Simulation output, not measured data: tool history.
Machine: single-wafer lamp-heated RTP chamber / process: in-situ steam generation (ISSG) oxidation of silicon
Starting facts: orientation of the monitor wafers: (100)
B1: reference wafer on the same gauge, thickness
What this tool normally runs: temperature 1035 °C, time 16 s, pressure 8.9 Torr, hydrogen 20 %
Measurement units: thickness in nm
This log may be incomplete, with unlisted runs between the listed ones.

{"run": 1, "hour": 0.0, "temperature": 1035, "time": 16, "pressure": 8.5, "hydrogen": 20, "B1": 5.423, "thickness": 5.223}
{"run": 2, "hour": 25.2, "temperature": 1035, "time": 20, "pressure": 8.9, "hydrogen": 20, "B1": 5.424, "thickness": 5.846}
{"run": 3, "hour": 40.3, "temperature": 1035, "time": 20, "pressure": 8.9, "hydrogen": 20, "B1": 5.427, "thickness": 5.831}
{"run": 4, "hour": 61.9, "temperature": 1035, "time": 20, "pressure": 8.9, "hydrogen": 20, "B1": 5.423, "thickness": 5.848}
{"run": 5, "hour": 76.9, "temperature": 1035, "time": 16, "pressure": 8.9, "hydrogen": 20, "B1": 5.427, "thickness": 5.169}
{"run": 6, "hour": 106.4, "temperature": 1048, "time": 16, "pressure": 8.9, "hydrogen": 20, "B1": 5.424, "thickness": 5.608}
{"run": 7, "hour": 133.0, "temperature": 1035, "time": 16, "pressure": 8.9, "hydrogen": 20, "B1": 5.418, "thickness": 5.214}
{"run": 8, "hour": 150.7, "temperature": 1035, "time": 20, "pressure": 8.4, "hydrogen": 20, "B1": 5.429, "thickness": 5.875}
{"run": 9, "hour": 177.0, "temperature": 1035, "time": 16, "pressure": 8.3, "hydrogen": 30, "B1": 5.425, "thickness": 5.811}
{"run": 10, "hour": 194.2, "temperature": 1024, "time": 18, "pressure": 8.9, "hydrogen": 23, "B1": 5.418, "thickness": 5.438}
{"run": 11, "hour": 227.2, "temperature": 1054, "time": 18, "pressure": 8.3, "hydrogen": 20, "B1": 5.42, "thickness": 6.131}
{"run": 12, "hour": 276.8, "temperature": 1016, "time": 22, "pressure": 10, "hydrogen": 20, "B1": 5.417, "thickness": 5.483}
{"run": 13, "hour": 310.6, "temperature": 1035, "time": 12, "pressure": 8.9, "hydrogen": 20, "B1": 5.418, "thickness": 4.536}
{"run": 14, "hour": 413.8, "temperature": 1020, "time": 10, "pressure": 7.5, "hydrogen": 20, "B1": 5.42, "thickness": 3.891}
{"run": 15, "hour": 458.5, "temperature": 1016, "time": 16, "pressure": 8.3, "hydrogen": 20, "B1": 5.416, "thickness": 4.78}
{"run": 16, "hour": 485.6, "temperature": 1028, "time": 13, "pressure": 9.5, "hydrogen": 20, "B1": 5.421, "thickness": 4.462}
{"run": 17, "hour": 505.9, "temperature": 1035, "time": 16, "pressure": 10.2, "hydrogen": 15, "B1": 5.419, "thickness": 4.762}
{"run": 18, "hour": 524.6, "temperature": 1047, "time": 19, "pressure": 10.2, "hydrogen": 15, "B1": 5.423, "thickness": 5.541}
{"run": 19, "hour": 542.5, "temperature": 1035, "time": 16, "pressure": 8.9, "hydrogen": 20, "B1": 5.421, "thickness": 5.191}
{"run": 20, "hour": 572.8, "temperature": 1021, "time": 16, "pressure": 8.9, "hydrogen": 20, "B1": 5.419, "thickness": 4.854}
{"run": 21, "hour": 586.6, "temperature": 1016, "time": 16, "pressure": 8.9, "hydrogen": 20, "B1": 5.417, "thickness": 4.736}
{"run": 22, "hour": 620.2, "temperature": 1035, "time": 13, "pressure": 9.8, "hydrogen": 20, "B1": 5.416, "thickness": 4.62}
{"run": 23, "hour": 652.4, "temperature": 1042, "time": 16, "pressure": 8.9, "hydrogen": 26, "B1": 5.419, "thickness": 5.693}
{"run": 24, "hour": 675.0, "temperature": 1035, "time": 19, "pressure": 8.4, "hydrogen": 12, "B1": 5.42, "thickness": 5.093}
{"run": 25, "hour": 710.0, "temperature": 1035, "time": 16, "pressure": 8.9, "hydrogen": 14, "B1": 5.415, "thickness": 4.82}
{"run": 26, "hour": 727.3, "temperature": 1035, "time": 16, "pressure": 8.9, "hydrogen": 20, "B1": 5.415, "thickness": 5.206}
{"run": 27, "hour": 745.9, "temperature": 1035, "time": 16, "pressure": 8.9, "hydrogen": 20, "B1": 5.421, "thickness": 5.231}
{"run": 28, "hour": 768.9, "temperature": 1035, "time": 20, "pressure": 8.9, "hydrogen": 23, "B1": 5.423, "thickness": 5.995}
{"run": 29, "hour": 794.4, "temperature": 1035, "time": 11, "pressure": 8.9, "hydrogen": 20, "B1": 5.425, "thickness": 4.333}
{"run": 30, "hour": 825.6, "temperature": 1035, "time": 16, "pressure": 8.9, "hydrogen": 20, "B1": 5.418, "thickness": 5.192}

Missing from the log above: 3 entries noted between runs. For each, name the pair of listed runs it sits between and say how the tool's hidden condition differs from the listed run just before to the listed run just after:
In the gap between runs 1 and 2: gauge calibrated (hour 0.3)
  true wafer temperature minus pyrometer reading, K: 3.47 -> 3.58
  measured value less the no-hidden-state value, thickness: +0.087 -> +0.105 nm
In the gap between runs 13 and 14: pyrometer window cleaned and pyrometer calibrated (hour 389.1); hydrogen flow controller replaced (hour 413.3)
  true wafer temperature minus pyrometer reading, K: 4.23 -> 0.795
  measured value less the no-hidden-state value, thickness: +0.084 -> +0.012 nm
